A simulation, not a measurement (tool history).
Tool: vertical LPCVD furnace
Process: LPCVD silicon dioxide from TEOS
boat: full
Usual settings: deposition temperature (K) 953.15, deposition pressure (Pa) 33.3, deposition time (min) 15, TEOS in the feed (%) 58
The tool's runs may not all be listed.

run	hour	deposition temperature (K)	deposition pressure (Pa)	deposition time (min)	TEOS in the feed (%)	wafers since the last listed run	hours since the last temperature calibration	hours since the pressure gauge was zeroed	hours since the TEOS flow controller was replaced	hours since the gauge calibration	read-back reference wafer on the same gauge, thickness	film thickness on the monitor wafer in the middle of the boat (angstrom)
1	0	953.15	33.3	15	58	0	2022.1	3732.6	6156.1	127.4	63.81	618.4
2	10.8	953.15	33.3	15	58	196	2032.9	3743.4	6166.9	138.2	63.79	618
3	21.4	953.15	33.3	15	58	193	2043.5	3754	6177.5	148.8	63.8	614.9
4	33.5	953.15	36	15	58	220	2055.6	3766.1	6189.6	160.9	63.78	645.8
5	48.4	953.15	33.3	15	58	271	2070.5	3781	6204.5	175.8	63.76	618.3
6	65.8	953.15	33.3	15	58	317	2087.9	3798.4	6221.9	193.2	63.81	616.8
7	71.9	953.15	33.3	15	58	111	2094	3804.5	6228	199.3	63.77	618.5
# hour 93.7: gauge calibrated
# hour 109.1: TEOS flow controller replaced
# hour 120: thermocouples replaced and temperature profile calibrated
8	120.5	953.15	33.3	15	58	250	0.5	3853.1	11.4	26.8	63.8	572.3
9	124.5	953.15	33.3	15	58	72	4.5	3857.1	15.4	30.8	63.81	573.9
10	128.6	945.15	33.3	15	58	74	8.6	3861.2	19.5	34.9	63.81	469.8
11	132.6	953.15	33.3	15	58	72	12.6	3865.2	23.5	38.9	63.81	574.4
12	145.6	953.15	27.3	15	58	237	25.6	3878.2	36.5	51.9	63.83	519.4
13	157.4	948.15	33.3	18.5	58	215	37.4	3890	48.3	63.7	63.82	626
# hour 188.9: pressure gauge zeroed
14	189.4	962.15	33.3	15	58	145	69.4	0.5	80.3	95.7	63.81	716.7
15	193.4	948.15	27.3	20	58	72	73.4	4.5	84.3	99.7	63.78	615.4
16	202.3	953.15	33.3	15	47	162	82.3	13.4	93.2	108.6	63.79	517.1
17	220.3	949.15	33.3	20	58	328	100.3	31.4	111.2	126.6	63.79	699.4
18	228	953.15	33.3	15	58	140	108	39.1	118.9	134.3	63.79	577.8
19	238.4	953.15	33.3	15	58	189	118.4	49.5	129.3	144.7	63.76	577.2
20	246.6	953.15	38	15	68	149	126.6	57.7	137.5	152.9	63.82	669.6
21	262.2	962.15	35.3	10	69	284	142.2	73.3	153.1	168.5	63.77	537.2

Forecast each of these 5 alternatives for the next run:
A	266.3	953.15	33.3	15	58	74	146.3	77.4	157.2	172.6	?	?
B	266.3	961.15	35.3	16.5	58	74	146.3	77.4	157.2	172.6	?	?
C	266.3	953.15	33.3	17	63	74	146.3	77.4	157.2	172.6	?	?
D	266.3	942.15	33.3	11	58	74	146.3	77.4	157.2	172.6	?	?
E	266.3	948.15	27.3	19	66	74	146.3	77.4	157.2	172.6	?	?

run	read-back reference wafer on the same gauge, thickness	film thickness on the monitor wafer in the middle of the boat (angstrom)
A	63.8	577.8
B	63.8	793
C	63.8	682.5
D	63.8	323.7
E	63.8	626
Without the tool's hidden state the same runs would have given:
run	film thickness on the monitor wafer in the middle of the boat (angstrom)
A	565
B	775.6
C	667.3
D	316.3
E	611.9

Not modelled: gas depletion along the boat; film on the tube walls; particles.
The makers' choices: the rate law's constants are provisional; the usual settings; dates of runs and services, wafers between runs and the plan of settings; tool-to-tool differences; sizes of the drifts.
